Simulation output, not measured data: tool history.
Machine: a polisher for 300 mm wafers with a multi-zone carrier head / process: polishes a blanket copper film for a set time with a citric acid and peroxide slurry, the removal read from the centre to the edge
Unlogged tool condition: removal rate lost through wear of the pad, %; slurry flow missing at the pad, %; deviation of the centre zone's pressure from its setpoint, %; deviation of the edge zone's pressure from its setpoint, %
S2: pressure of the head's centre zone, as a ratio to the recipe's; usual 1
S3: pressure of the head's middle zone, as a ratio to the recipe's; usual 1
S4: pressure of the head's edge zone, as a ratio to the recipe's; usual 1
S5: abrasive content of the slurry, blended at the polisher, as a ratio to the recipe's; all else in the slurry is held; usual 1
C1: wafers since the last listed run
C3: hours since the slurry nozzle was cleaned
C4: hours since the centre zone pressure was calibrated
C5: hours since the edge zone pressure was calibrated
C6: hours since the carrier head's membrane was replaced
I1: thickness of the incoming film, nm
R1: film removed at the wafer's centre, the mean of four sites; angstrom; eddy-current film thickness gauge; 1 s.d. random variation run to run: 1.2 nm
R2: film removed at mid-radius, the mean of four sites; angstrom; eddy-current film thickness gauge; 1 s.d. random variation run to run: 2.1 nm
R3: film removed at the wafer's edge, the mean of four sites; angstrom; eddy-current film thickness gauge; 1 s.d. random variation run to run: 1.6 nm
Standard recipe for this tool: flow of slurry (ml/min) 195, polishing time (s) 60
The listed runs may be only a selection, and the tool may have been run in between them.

{"run": 1, "hour": 0.0, "flow of slurry (ml/min)": 195, "S2": 1, "S3": 1, "S4": 1, "S5": 1, "polishing time (s)": 60, "C1": 0, "wafers polished on this pad": 2638, "C3": 76.9, "C4": 698.4, "C5": 260.6, "C6": 193, "I1": 967.9, "R1": 1425, "R2": 1343, "R3": 1375}
{"run": 2, "hour": 71.3, "flow of slurry (ml/min)": 195, "S2": 1, "S3": 1, "S4": 1, "S5": 1, "polishing time (s)": 60, "C1": 912, "wafers polished on this pad": 3551, "C3": 148.2, "C4": 769.7, "C5": 331.9, "C6": 264.3, "I1": 947.7, "R1": 1415, "R2": 1383, "R3": 1354}
{"hour": 99.7, "done": "worn pad replaced by a new one"}
{"run": 3, "hour": 110.4, "flow of slurry (ml/min)": 195, "S2": 1, "S3": 1, "S4": 1, "S5": 1, "polishing time (s)": 60, "C1": 449, "wafers polished on this pad": 136, "C3": 187.3, "C4": 808.8, "C5": 371, "C6": 303.4, "I1": 943.6, "R1": 1478, "R2": 1441, "R3": 1466}
{"hour": 182.3, "done": "edge zone pressure recalibrated"}
{"run": 4, "hour": 206.1, "flow of slurry (ml/min)": 195, "S2": 1, "S3": 1, "S4": 1, "S5": 1, "polishing time (s)": 60, "C1": 1199, "wafers polished on this pad": 1336, "C3": 283, "C4": 904.5, "C5": 23.8, "C6": 399.1, "I1": 950.4, "R1": 1435, "R2": 1345, "R3": 1403}
{"run": 5, "hour": 278.3, "flow of slurry (ml/min)": 195, "S2": 1, "S3": 1, "S4": 1, "S5": 1, "polishing time (s)": 60, "C1": 924, "wafers polished on this pad": 2260, "C3": 355.2, "C4": 976.7, "C5": 96, "C6": 471.3, "I1": 948.1, "R1": 1434, "R2": 1367, "R3": 1381}
{"run": 6, "hour": 355.8, "flow of slurry (ml/min)": 195, "S2": 1, "S3": 1, "S4": 1, "S5": 1, "polishing time (s)": 60, "C1": 992, "wafers polished on this pad": 3252, "C3": 432.7, "C4": 1054.2, "C5": 173.5, "C6": 548.8, "I1": 946.4, "R1": 1409, "R2": 1349, "R3": 1380}
{"hour": 371.9, "done": "worn pad replaced by a new one"}
{"run": 7, "hour": 399.5, "flow of slurry (ml/min)": 195, "S2": 1, "S3": 1, "S4": 1, "S5": 1, "polishing time (s)": 60, "C1": 508, "wafers polished on this pad": 353, "C3": 476.4, "C4": 1097.9, "C5": 217.2, "C6": 592.5, "I1": 932.7, "R1": 1481, "R2": 1467, "R3": 1438}
{"hour": 472.1, "done": "carrier head's membrane replaced by a new one"}
{"run": 8, "hour": 479.7, "flow of slurry (ml/min)": 195, "S2": 1, "S3": 1, "S4": 1, "S5": 1, "polishing time (s)": 60, "C1": 962, "wafers polished on this pad": 1316, "C3": 556.6, "C4": 1178.1, "C5": 297.4, "C6": 7.6, "I1": 946.7, "R1": 1444, "R2": 1361, "R3": 1395}
{"hour": 571.1, "done": "edge zone pressure recalibrated"}
{"run": 9, "hour": 571.6, "flow of slurry (ml/min)": 195, "S2": 1, "S3": 1, "S4": 1, "S5": 1, "polishing time (s)": 60, "C1": 1150, "wafers polished on this pad": 2467, "C3": 648.5, "C4": 1270, "C5": 0.5, "C6": 99.5, "I1": 952.4, "R1": 1426, "R2": 1394, "R3": 1385}
{"run": 10, "hour": 650.1, "flow of slurry (ml/min)": 195, "S2": 1, "S3": 1, "S4": 1, "S5": 1, "polishing time (s)": 60, "C1": 1004, "wafers polished on this pad": 3472, "C3": 727, "C4": 1348.5, "C5": 79, "C6": 178, "I1": 951.6, "R1": 1428, "R2": 1368, "R3": 1401}
{"hour": 684.7, "done": "worn pad replaced by a new one"}
{"run": 11, "hour": 712.7, "flow of slurry (ml/min)": 195, "S2": 1, "S3": 1, "S4": 1, "S5": 1, "polishing time (s)": 60, "C1": 750, "wafers polished on this pad": 358, "C3": 789.6, "C4": 1411.1, "C5": 141.6, "C6": 240.6, "I1": 939.2, "R1": 1484, "R2": 1433, "R3": 1433}
{"hour": 756.6, "done": "centre zone pressure recalibrated"}
{"run": 12, "hour": 818.8, "flow of slurry (ml/min)": 170, "S2": 1, "S3": 1, "S4": 1, "S5": 1.1, "polishing time (s)": 75, "C1": 1332, "wafers polished on this pad": 1691, "C3": 895.7, "C4": 62.2, "C5": 247.7, "C6": 346.7, "I1": 951.5, "R1": 1770, "R2": 1763, "R3": 1772}
{"run": 13, "hour": 866.8, "flow of slurry (ml/min)": 195, "S2": 0.92, "S3": 1, "S4": 1, "S5": 1.15, "polishing time (s)": 60, "C1": 614, "wafers polished on this pad": 2305, "C3": 943.7, "C4": 110.2, "C5": 295.7, "C6": 394.7, "I1": 950.5, "R1": 1337, "R2": 1417, "R3": 1399}
{"hour": 913.2, "done": "slurry nozzle cleaned"}
{"run": 14, "hour": 914.8, "flow of slurry (ml/min)": 195, "S2": 0.97, "S3": 0.93, "S4": 1, "S5": 1.25, "polishing time (s)": 60, "C1": 601, "wafers polished on this pad": 2907, "C3": 1.6, "C4": 158.2, "C5": 343.7, "C6": 442.7, "I1": 954.6, "R1": 1442, "R2": 1328, "R3": 1450}
{"run": 15, "hour": 997.4, "flow of slurry (ml/min)": 195, "S2": 1, "S3": 1, "S4": 1, "S5": 1, "polishing time (s)": 60, "C1": 1057, "wafers polished on this pad": 3964, "C3": 84.2, "C4": 240.8, "C5": 426.3, "C6": 525.3, "I1": 951.7, "R1": 1407, "R2": 1386, "R3": 1397}
{"hour": 1007.0, "done": "edge zone pressure recalibrated"}
{"hour": 1022.2, "done": "worn pad replaced by a new one"}
{"run": 16, "hour": 1099.2, "flow of slurry (ml/min)": 240, "S2": 1, "S3": 1, "S4": 1, "S5": 1.2, "polishing time (s)": 60, "C1": 1226, "wafers polished on this pad": 985, "C3": 186, "C4": 342.6, "C5": 92.2, "C6": 627.1, "I1": 948.6, "R1": 1547, "R2": 1501, "R3": 1534}
{"run": 17, "hour": 1143.5, "flow of slurry (ml/min)": 250, "S2": 1, "S3": 1, "S4": 1, "S5": 1, "polishing time (s)": 54, "C1": 567, "wafers polished on this pad": 1552, "C3": 230.3, "C4": 386.9, "C5": 136.5, "C6": 671.4, "I1": 947.7, "R1": 1363, "R2": 1294, "R3": 1284}
{"run": 18, "hour": 1235.6, "flow of slurry (ml/min)": 160, "S2": 1.05, "S3": 1, "S4": 1, "S5": 1, "polishing time (s)": 60, "C1": 1178, "wafers polished on this pad": 2731, "C3": 322.4, "C4": 479, "C5": 228.6, "C6": 763.5, "I1": 948.4, "R1": 1431, "R2": 1341, "R3": 1359}
{"hour": 1301.3, "done": "carrier head's membrane replaced by a new one"}
{"run": 19, "hour": 1306.3, "flow of slurry (ml/min)": 150, "S2": 1, "S3": 1, "S4": 0.95, "S5": 0.9, "polishing time (s)": 60, "C1": 841, "wafers polished on this pad": 3572, "C3": 393.1, "C4": 549.7, "C5": 299.3, "C6": 5, "I1": 936.6, "R1": 1329, "R2": 1299, "R3": 1290}
{"hour": 1318.0, "done": "worn pad replaced by a new one"}
{"run": 20, "hour": 1357.5, "flow of slurry (ml/min)": 255, "S2": 1, "S3": 1, "S4": 1, "S5": 1.15, "polishing time (s)": 60, "C1": 604, "wafers polished on this pad": 505, "C3": 444.3, "C4": 600.9, "C5": 350.5, "C6": 56.2, "I1": 950.9, "R1": 1583, "R2": 1523, "R3": 1511}
{"hour": 1368.5, "done": "edge zone pressure recalibrated"}
{"run": 21, "hour": 1395.1, "flow of slurry (ml/min)": 195, "S2": 1, "S3": 1, "S4": 1, "S5": 1, "polishing time (s)": 60, "C1": 455, "wafers polished on this pad": 961, "C3": 481.9, "C4": 638.5, "C5": 26.6, "C6": 93.8, "I1": 954.6, "R1": 1464, "R2": 1433, "R3": 1430}
{"run": 22, "hour": 1481.6, "flow of slurry (ml/min)": 195, "S2": 1, "S3": 1, "S4": 1, "S5": 1, "polishing time (s)": 60, "C1": 1107, "wafers polished on this pad": 2068, "C3": 568.4, "C4": 725, "C5": 113.1, "C6": 180.3, "I1": 947, "R1": 1448, "R2": 1376, "R3": 1413}

Below are 3 alternative next runs, each starting from the tool's condition after run 22. Predict each:
{"run": "A", "hour": 1482.0, "flow of slurry (ml/min)": 195, "S2": 1, "S3": 1, "S4": 1, "S5": 1.15, "polishing time (s)": 60, "C1": 5, "wafers polished on this pad": 2073, "C3": 568.8, "C4": 725.4, "C5": 113.5, "C6": 180.7, "I1": 952.3, "R1": "?", "R2": "?", "R3": "?"}
{"run": "B", "hour": 1482.0, "flow of slurry (ml/min)": 160, "S2": 1.07, "S3": 1, "S4": 1, "S5": 1.25, "polishing time (s)": 45, "C1": 5, "wafers polished on this pad": 2073, "C3": 568.8, "C4": 725.4, "C5": 113.5, "C6": 180.7, "I1": 952.3, "R1": "?", "R2": "?", "R3": "?"}
{"run": "C", "hour": 1482.0, "flow of slurry (ml/min)": 260, "S2": 0.94, "S3": 1, "S4": 0.91, "S5": 1, "polishing time (s)": 43, "C1": 5, "wafers polished on this pad": 2073, "C3": 568.8, "C4": 725.4, "C5": 113.5, "C6": 180.7, "I1": 952.3, "R1": "?", "R2": "?", "R3": "?"}

run=A R1=1471 R2=1459 R3=1450
run=B R1=1164 R2=1082 R3=1084
run=C R1=1000 R2=1052 R3=1000
Without the tool's hidden state the same runs would have given:
run=A R1=1545 R2=1532 R3=1524
run=B R1=1223 R2=1136 R3=1139
run=C R1=1051 R2=1106 R3=1050

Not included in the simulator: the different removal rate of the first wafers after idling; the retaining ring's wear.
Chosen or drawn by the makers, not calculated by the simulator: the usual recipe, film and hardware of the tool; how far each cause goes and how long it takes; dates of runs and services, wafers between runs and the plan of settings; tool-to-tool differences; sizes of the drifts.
